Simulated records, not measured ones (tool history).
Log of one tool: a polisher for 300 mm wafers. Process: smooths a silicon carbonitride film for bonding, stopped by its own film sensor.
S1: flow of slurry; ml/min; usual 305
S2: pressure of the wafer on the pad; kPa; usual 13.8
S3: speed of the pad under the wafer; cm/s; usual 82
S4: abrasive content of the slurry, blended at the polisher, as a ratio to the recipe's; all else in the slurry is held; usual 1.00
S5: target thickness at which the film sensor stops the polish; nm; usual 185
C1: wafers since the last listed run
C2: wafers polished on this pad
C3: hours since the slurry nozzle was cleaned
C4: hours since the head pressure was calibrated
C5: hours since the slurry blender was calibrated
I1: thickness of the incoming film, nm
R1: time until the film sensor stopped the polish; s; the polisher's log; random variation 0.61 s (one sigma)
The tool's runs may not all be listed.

run 1 hour=0.0 | S1=355 S2=13.8 S3=70 S4=1.00 S5=185 | C1=0 C2=221 C3=634.4 C4=118.9 C5=119.5 | I1=201.7 | R1=90.4
run 2 hour=11.1 | S1=355 S2=13.8 S3=70 S4=1.00 S5=185 | C1=84 C2=305 C3=645.5 C4=130.0 C5=130.6 | I1=203.5 | R1=101.3
run 3 hour=22.5 | S1=305 S2=11.0 S3=82 S4=1.00 S5=182 | C1=86 C2=391 C3=656.9 C4=141.4 C5=142.0 | I1=200.1 | R1=112.2
run 4 hour=32.4 | S1=305 S2=13.8 S3=82 S4=1.20 S5=185 | C1=74 C2=466 C3=666.8 C4=151.3 C5=151.9 | I1=198.1 | R1=61.5
run 5 hour=45.7 | S1=305 S2=13.8 S3=82 S4=1.20 S5=185 | C1=100 C2=567 C3=680.1 C4=164.6 C5=165.2 | I1=200.4 | R1=72.2
run 6 hour=63.0 | S1=305 S2=13.8 S3=82 S4=1.00 S5=185 | C1=130 C2=698 C3=697.4 C4=181.9 C5=182.5 | I1=201.9 | R1=83.8
run 7 hour=74.0 | S1=305 S2=13.8 S3=82 S4=1.00 S5=185 | C1=83 C2=781 C3=708.4 C4=192.9 C5=193.5 | I1=199.0 | R1=70.1
run 8 hour=81.9 | S1=305 S2=13.8 S3=82 S4=1.00 S5=185 | C1=59 C2=841 C3=716.3 C4=200.8 C5=201.4 | I1=199.3 | R1=70.9
run 9 hour=96.8 | S1=305 S2=13.8 S3=82 S4=1.00 S5=185 | C1=112 C2=954 C3=731.2 C4=215.7 C5=216.3 | I1=202.8 | R1=87.8
-- hour=111.4 worn pad replaced by a new one
run 10 hour=111.9 | S1=305 S2=13.8 S3=96 S4=1.00 S5=185 | C1=84 C2=3 C3=746.3 C4=230.8 C5=231.4 | I1=200.7 | R1=68.4
run 11 hour=125.6 | S1=305 S2=9.0 S3=82 S4=1.00 S5=185 | C1=103 C2=107 C3=760.0 C4=244.5 C5=245.1 | I1=202.0 | R1=132.0
-- hour=139.8 slurry nozzle cleaned
run 12 hour=171.6 | S1=305 S2=13.8 S3=82 S4=1.00 S5=185 | C1=340 C2=447 C3=31.8 C4=290.5 C5=291.1 | I1=198.3 | R1=67.3
run 13 hour=179.8 | S1=305 S2=13.8 S3=82 S4=1.00 S5=185 | C1=62 C2=510 C3=40.0 C4=298.7 C5=299.3 | I1=203.6 | R1=94.3
-- hour=187.8 slurry blender recalibrated
run 14 hour=207.9 | S1=305 S2=13.8 S3=82 S4=1.00 S5=185 | C1=197 C2=707 C3=68.1 C4=326.8 C5=20.1 | I1=198.7 | R1=69.9
run 15 hour=216.6 | S1=305 S2=13.8 S3=82 S4=1.10 S5=185 | C1=65 C2=773 C3=76.8 C4=335.5 C5=28.8 | I1=201.8 | R1=83.0
-- hour=229.8 worn pad replaced by a new one
run 16 hour=232.8 | S1=260 S2=12.4 S3=82 S4=1.00 S5=185 | C1=92 C2=22 C3=93.0 C4=351.7 C5=45.0 | I1=198.4 | R1=77.5
-- hour=241.8 head pressure recalibrated
run 17 hour=246.9 | S1=375 S2=15.9 S3=108 S4=0.90 S5=185 | C1=91 C2=113 C3=107.1 C4=5.1 C5=59.1 | I1=200.6 | R1=59.1
run 18 hour=262.9 | S1=275 S2=12.4 S3=70 S4=1.00 S5=180 | C1=121 C2=235 C3=123.1 C4=21.1 C5=75.1 | I1=200.0 | R1=137.7
run 19 hour=301.9 | S1=305 S2=13.8 S3=82 S4=1.00 S5=185 | C1=295 C2=530 C3=162.1 C4=60.1 C5=114.1 | I1=199.7 | R1=79.4
run 20 hour=309.6 | S1=305 S2=9.7 S3=82 S4=1.15 S5=182 | C1=58 C2=588 C3=169.8 C4=67.8 C5=121.8 | I1=199.6 | R1=129.6
run 21 hour=321.4 | S1=305 S2=13.8 S3=82 S4=0.90 S5=185 | C1=89 C2=678 C3=181.6 C4=79.6 C5=133.6 | I1=201.4 | R1=92.8
run 22 hour=332.7 | S1=305 S2=13.8 S3=56 S4=1.15 S5=180 | C1=85 C2=763 C3=192.9 C4=90.9 C5=144.9 | I1=202.3 | R1=159.8
run 23 hour=341.3 | S1=305 S2=9.7 S3=82 S4=1.00 S5=185 | C1=65 C2=828 C3=201.5 C4=99.5 C5=153.5 | I1=201.4 | R1=127.5
-- hour=358.2 worn pad replaced by a new one
run 24 hour=369.8 | S1=305 S2=13.8 S3=82 S4=1.00 S5=185 | C1=185 C2=87 C3=230.0 C4=128.0 C5=182.0 | I1=197.7 | R1=69.0
run 25 hour=384.4 | S1=305 S2=13.8 S3=82 S4=1.00 S5=185 | C1=110 C2=198 C3=244.6 C4=142.6 C5=196.6 | I1=198.8 | R1=75.7
-- hour=396.0 head pressure recalibrated, repeated, since the last time left the tool worse
run 26 hour=398.9 | S1=305 S2=10.3 S3=64 S4=1.20 S5=183 | C1=94 C2=292 C3=259.1 C4=2.9 C5=211.1 | I1=196.8 | R1=100.3
run 27 hour=416.3 | S1=305 S2=17.2 S3=82 S4=1.00 S5=185 | C1=131 C2=424 C3=276.5 C4=20.3 C5=228.5 | I1=198.9 | R1=52.6
run 28 hour=429.5 | S1=305 S2=13.8 S3=96 S4=1.00 S5=185 | C1=99 C2=524 C3=289.7 C4=33.5 C5=241.7 | I1=201.2 | R1=68.3
run 29 hour=474.2 | S1=305 S2=13.8 S3=104 S4=0.85 S5=181 | C1=338 C2=863 C3=334.4 C4=78.2 C5=286.4 | I1=199.1 | R1=75.6
run 30 hour=483.4 | S1=305 S2=13.8 S3=82 S4=1.00 S5=188 | C1=69 C2=932 C3=343.6 C4=87.4 C5=295.6 | I1=204.7 | R1=80.3

Measured less the same run without the tool's hidden state. The same run-to-run variation is in both; the gauge's scatter may not be:
The hidden state here: removal rate lost through wear of the pad, %; slurry flow missing at the pad, %; deviation of the head's pressure from its setpoint, %; abrasive missing from the slurry, %.
run=1 R1=+1.5
run=2 R1=+1.9
run=3 R1=+2.4
run=4 R1=+1.4
run=5 R1=+1.8
run=6 R1=+2.4
run=7 R1=+2.2
run=8 R1=+2.3
run=9 R1=+3.1
run=10 R1=+2.5
run=11 R1=+5.2
run=12 R1=+3.3
run=13 R1=+4.6
run=14 R1=+3.8
run=15 R1=+4.6
run=16 R1=+4.6
run=17 R1=+6.1
run=18 R1=+14.4
run=19 R1=+8.9
run=20 R1=+14.7
run=21 R1=+10.7
run=22 R1=+18.8
run=23 R1=+15.1
run=24 R1=+8.6
run=25 R1=+9.6
run=26 R1=-0.8
run=27 R1=-0.2
run=28 R1=-0.2
run=29 R1=+0.4
run=30 R1=+0.5
